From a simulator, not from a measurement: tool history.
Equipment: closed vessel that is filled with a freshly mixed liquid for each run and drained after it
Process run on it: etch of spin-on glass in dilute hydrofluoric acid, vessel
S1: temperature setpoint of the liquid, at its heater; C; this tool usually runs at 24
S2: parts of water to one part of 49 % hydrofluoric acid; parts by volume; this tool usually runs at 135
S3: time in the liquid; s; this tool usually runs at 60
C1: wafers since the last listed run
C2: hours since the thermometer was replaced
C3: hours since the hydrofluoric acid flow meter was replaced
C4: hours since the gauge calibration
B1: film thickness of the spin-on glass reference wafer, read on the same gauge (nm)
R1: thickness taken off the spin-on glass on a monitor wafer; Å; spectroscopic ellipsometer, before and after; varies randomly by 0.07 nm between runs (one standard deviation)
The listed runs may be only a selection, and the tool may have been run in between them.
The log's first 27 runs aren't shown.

run   hour    S1   S2  S3    C1     C2     C3     C4     B1     R1
 28    729  28.5  195  70  2905  226.7  408.4  420.6  50.68  212.1
 29    744    24  135  90  1375  241.7  423.4  435.6  50.69  357.3
 30  776.2    24  135  60  2951  273.9  455.6  467.8  50.72  238.4
 31  882.8  25.5  200  40  9771  380.5  562.2  574.4  50.85  105.6
 32  900.9    24   80  80  1659  398.6  580.3  592.5  50.87  575.8
 33  922.9    27  135  60  2016  420.6  602.3  614.5  50.93    268
 34  948.6  21.5  135  35  2355  446.3    628  640.2  50.93  126.4
 35  972.3  20.5   80  30  2172    470  651.7  663.9  50.96  187.2

Below are 3 alternative next runs, each starting from the tool's condition after run 35. Predict each:
  A   973    24  135  60  64  470.7  652.4  664.6   ?   ?
  B   973  28.5  135  90  64  470.7  652.4  664.6   ?   ?
  C   973    27   85  60  64  470.7  652.4  664.6   ?   ?

run     B1     R1
  A  50.97  240.1
  B  50.97  426.8
  C  50.97  456.1
Without the tool's hidden state the same runs would have given:
run     R1
  A  235.5
  B  418.8
  C  447.5

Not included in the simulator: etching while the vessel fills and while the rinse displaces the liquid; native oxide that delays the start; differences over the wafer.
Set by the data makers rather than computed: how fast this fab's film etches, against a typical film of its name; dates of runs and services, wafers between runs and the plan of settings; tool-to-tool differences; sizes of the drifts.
